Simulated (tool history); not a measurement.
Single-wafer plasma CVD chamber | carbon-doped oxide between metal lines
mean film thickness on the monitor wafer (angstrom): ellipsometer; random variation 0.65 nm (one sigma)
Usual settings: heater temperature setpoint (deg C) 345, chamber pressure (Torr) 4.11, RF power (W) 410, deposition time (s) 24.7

run	hour	heater temperature setpoint (deg C)	chamber pressure (Torr)	RF power (W)	deposition time (s)	read-back reference wafer on the same gauge, thickness_nm	mean film thickness on the monitor wafer (angstrom)
1	0.0	345	4.11	410	27.7	123.964	1281.15
2	12.2	345	4.11	410	24.7	123.933	1153.85
3	22.0	345	4.11	410	24.7	124.016	1140.29
4	39.5	345	4.11	410	24.7	124.031	1157.78
5	47.0	345	4.11	410	24.7	123.848	1157.70
6	60.3	345	4.11	410	24.7	123.990	1149.23
7	72.8	345	4.11	410	22.6	123.948	1062.86
8	81.8	345	4.11	410	24.7	123.996	1163.88
9	92.1	359	4.63	410	24.7	123.974	1140.58
10	115.2	332	4.99	410	22.4	123.970	1121.18
11	134.9	358	4.88	380	27.1	124.036	1209.49
12	135.2	345	4.11	410	24.7	123.893	1164.74
13	151.9	345	4.11	410	24.7	123.992	1162.48
14	160.7	345	4.11	480	26.2	124.135	1376.54
15	169.4	345	4.11	380	24.7	123.951	1091.01
16	185.9	358	3.37	410	29.1	123.984	1278.55

Taken out of this log: 5 entries between the listed runs. Where each belongs, and how the hidden state differs across it:
Between runs 5 and 6: capacitance manometer re-zeroed and calibrated (hour 59.8)
  no hidden state differs between the two runs
Between runs 7 and 8: showerhead replaced (hour 81.3)
  no hidden state differs between the two runs
Between runs 9 and 10: RF generator calibrated (hour 114.7)
  no hidden state differs between the two runs
Between runs 10 and 11: thermocouple changed; heater temperature recalibrated (hour 134.4)
  no hidden state differs between the two runs
Between runs 12 and 13: gauge calibrated (hour 137.3)
  no hidden state differs between the two runs
